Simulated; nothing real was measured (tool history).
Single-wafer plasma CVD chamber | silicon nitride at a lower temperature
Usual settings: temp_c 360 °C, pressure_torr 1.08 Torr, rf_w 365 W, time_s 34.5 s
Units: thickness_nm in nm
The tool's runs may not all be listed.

run   hour  temp_c  pressure_torr  rf_w  time_s  wafers since the last listed run  hours since the last thermocouple change  hours since the last RF generator calibration  hours since the last manometer calibration  hours since the showerhead was replaced  hours since the gauge calibration  read-back reference wafer on the same gauge, thickness_nm  thickness_nm
  1      0     360           1.08   365    34.5                                 0                                    2449.6                                          916.9                                      1733.5                                     3570                               94.5                                                     41.516        38.618
  2     18     360           1.08   365    34.5                               284                                    2467.6                                          934.9                                      1751.5                                     3588                              112.5                                                     41.487        38.677
  3   31.8     366           1.08   365    34.5                               218                                    2481.4                                          948.7                                      1765.3                                   3601.8                              126.3                                                     41.504        38.559
  4   43.9     360           1.08   365    34.5                               191                                    2493.5                                          960.8                                      1777.4                                   3613.9                              138.4                                                     41.513        38.674
  5   61.7     360           1.08   365    34.5                               281                                    2511.3                                          978.6                                      1795.2                                   3631.7                              156.2                                                      41.48        38.513
  6   68.1     360           1.08   365    34.5                               101                                    2517.7                                            985                                      1801.6                                   3638.1                              162.6                                                     41.481        38.569
  7   80.1     360           1.08   365    34.5                               189                                    2529.7                                            997                                      1813.6                                   3650.1                              174.6                                                     41.505        38.521
  8   95.6     360           1.08   365    34.5                               245                                    2545.2                                         1012.5                                      1829.1                                   3665.6                              190.1                                                     41.491         38.51
  9  110.5     360           1.19   365    34.5                               235                                    2560.1                                         1027.4                                        1844                                   3680.5                                205                                                     41.516        39.794
       113  -- gauge calibrated
 10  120.6     360           1.08   365    32.1                               159                                    2570.2                                         1037.5                                      1854.1                                   3690.6                                7.6                                                     41.521        35.795
     141.1  -- showerhead replaced
 11  141.6     352           1.08   350    34.5                               205                                    2591.2                                         1058.5                                      1875.1                                      0.5                               28.6                                                     41.499        36.932
 12  143.6     352           1.08   350    34.5                                31                                    2593.2                                         1060.5                                      1877.1                                      2.5                               30.6                                                     41.494        36.939
 13    152     347           1.23   365    32.7                               132                                    2601.6                                         1068.9                                      1885.5                                     10.9                                 39                                                     41.504        38.155
 14  166.3     349           1.21   365    34.5                               226                                    2615.9                                         1083.2                                      1899.8                                     25.2                               53.3                                                     41.502        40.109
 15  173.3     353           1.26   340    38.3                               110                                    2622.9                                         1090.2                                      1906.8                                     32.2                               60.3                                                     41.486        41.862
     184.1  -- RF generator calibrated
 16  184.6     351           1.28   420    28.6                                52                                    2634.2                                            0.5                                      1918.1                                     43.5                               71.6                                                     41.487        40.014
 17  191.9     366           1.08   365    34.5                               115                                    2641.5                                            7.8                                      1925.4                                     50.8                               78.9                                                     41.495         39.77
 18  200.7     360           0.94   430    34.5                               139                                    2650.3                                           16.6                                      1934.2                                     59.6                               87.7                                                     41.531        43.772
 19  209.1     354           1.08   365    34.5                               132                                    2658.7                                             25                                      1942.6                                       68                               96.1                                                     41.514        40.051
     226.6  -- capacitance manometer re-zeroed and calibrated
 20  227.1     360           0.95   365    32.4                               158                                    2676.7                                             43                                         0.5                                       86                              114.1                                                     41.473        34.526
     239.2  -- thermocouple changed; heater temperature recalibrated
 21  239.7     351           0.97   365    38.5                                72                                       0.5                                           55.6                                        13.1                                     98.6                              126.7                                                     41.494        41.507
 22  255.4     360           1.08   365    34.5                               248                                      16.2                                           71.3                                        28.8                                    114.3                              142.4                                                     41.505        38.586
 23  268.6     360           1.19   340    36.7                               208                                      29.4                                           84.5                                          42                                    127.5                              155.6                                                      41.52        39.605
 24  315.1     346           0.86   420      40                               735                                      75.9                                            131                                        88.5                                      174                              202.1                                                     41.507        46.598

Some steps in thickness_nm between neighbouring runs. How much of each would the tool show without its hidden state too (settings, what came in, random variation), and how much is left for the hidden state, with any gauge scatter that isn't in both results?
The hidden state here: wafer temperature above the value expected at the setpoint (K); delivered RF power above the setpoint (%); true pressure above the setpoint (%); gauge reads high (%).
Run 15 -> 16: temp_c 353 -> 351, pressure_torr 1.26 -> 1.28, rf_w 340 -> 420, time_s 38.3 -> 28.6, RF generator calibrated. thickness_nm -1.848 nm: hidden state +1.717, all else -3.565.
Run 19 -> 20: temp_c 354 -> 360, pressure_torr 1.08 -> 0.95, time_s 34.5 -> 32.4, capacitance manometer re-zeroed and calibrated. thickness_nm -5.525 nm: hidden state -1.256, all else -4.269.
Run 20 -> 21: temp_c 360 -> 351, pressure_torr 0.95 -> 0.97, time_s 32.4 -> 38.5, thermocouple changed; heater temperature recalibrated. thickness_nm +6.981 nm: hidden state -0.083, all else +7.064.
Run 23 -> 24: temp_c 360 -> 346, pressure_torr 1.19 -> 0.86, rf_w 340 -> 420, time_s 36.7 -> 40. thickness_nm +6.993 nm: hidden state -0.02, all else +7.013.
